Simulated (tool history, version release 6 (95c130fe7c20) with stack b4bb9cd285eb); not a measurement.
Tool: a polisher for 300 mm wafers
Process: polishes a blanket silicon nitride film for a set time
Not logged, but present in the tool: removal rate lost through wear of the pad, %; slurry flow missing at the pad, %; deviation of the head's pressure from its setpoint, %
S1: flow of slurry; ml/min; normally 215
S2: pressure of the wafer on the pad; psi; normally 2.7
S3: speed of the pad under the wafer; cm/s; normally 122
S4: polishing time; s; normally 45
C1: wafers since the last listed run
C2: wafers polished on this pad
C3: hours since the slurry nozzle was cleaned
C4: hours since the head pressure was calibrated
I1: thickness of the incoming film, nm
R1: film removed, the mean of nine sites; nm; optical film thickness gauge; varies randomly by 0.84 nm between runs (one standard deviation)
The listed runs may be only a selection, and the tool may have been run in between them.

run,hour,S1,S2,S3,S4,C1,C2,C3,C4,I1,R1
1,0,215,2.7,122,45,0,792,337,470.2,552.8,61
2,88.1,190,2.7,122,50,613,1405,425.1,558.3,544.4,65.6
3,185.1,215,2.7,122,45,675,2081,522.1,655.3,555.2,59.1
# hour 201.5: worn pad replaced by a new one
# hour 267.5: head pressure recalibrated
4,275.4,215,2.7,122,45,587,500,612.4,7.9,551.5,55.4
# hour 288.2: slurry nozzle cleaned
5,490.6,215,2.2,144,45,1491,1992,202.4,223.1,546.2,58.6
6,537.1,215,2.2,144,45,323,2316,248.9,269.6,547.7,56.7
# hour 542.2: worn pad replaced by a new one
7,627.9,215,2.7,140,45,604,596,339.7,360.4,546.3,67.5
8,726.9,215,2.7,122,45,689,1286,438.7,459.4,551,59.3
9,767.3,215,2.7,122,45,281,1567,479.1,499.8,555,58.5
10,869.1,270,2.7,106,60,709,2276,580.9,601.6,548.2,70.7
# hour 886.3: worn pad replaced by a new one
# hour 934.2: slurry nozzle cleaned
11,966.2,215,2.2,144,45,641,549,32,698.7,542.1,57.1
12,1012.5,215,3.2,100,32,322,872,78.3,745,542.9,44.5
13,1101.3,190,2.7,122,50,618,1490,167.1,833.8,561.7,67.8
# hour 1116.9: head pressure recalibrated
# hour 1188.5: worn pad replaced by a new one
14,1189,215,2.7,122,37,569,3,254.8,72.1,561.4,50.6
15,1258.5,215,2.3,152,45,484,487,324.3,141.6,554.2,62.1
16,1318.2,175,3.5,122,45,415,903,384,201.3,552.3,75.1
17,1403.6,185,2.1,122,41,594,1498,469.4,286.7,546.7,40.4
# hour 1463: worn pad replaced by a new one
# hour 1472.3: slurry nozzle cleaned
18,1472.8,145,2.7,88,45,447,60,0.5,355.9,548.1,45
19,1530.8,215,2.7,122,45,403,464,58.5,413.9,557.4,61.1

Predict each of these 3 candidate next runs independently; none follows another, all start after run 19:
A,1531.2,165,2.7,122,45,2,467,58.9,414.3,548.9,?
B,1531.2,215,2.7,138,45,2,467,58.9,414.3,548.9,?
C,1531.2,175,2.9,110,45,2,467,58.9,414.3,548.9,?

run,R1
A,60.3
B,69.5
C,60.3
Take away the tool's hidden state, keep each run's random variation, and the runs would have read:
run,R1
A,60.6
B,69.8
C,60.6

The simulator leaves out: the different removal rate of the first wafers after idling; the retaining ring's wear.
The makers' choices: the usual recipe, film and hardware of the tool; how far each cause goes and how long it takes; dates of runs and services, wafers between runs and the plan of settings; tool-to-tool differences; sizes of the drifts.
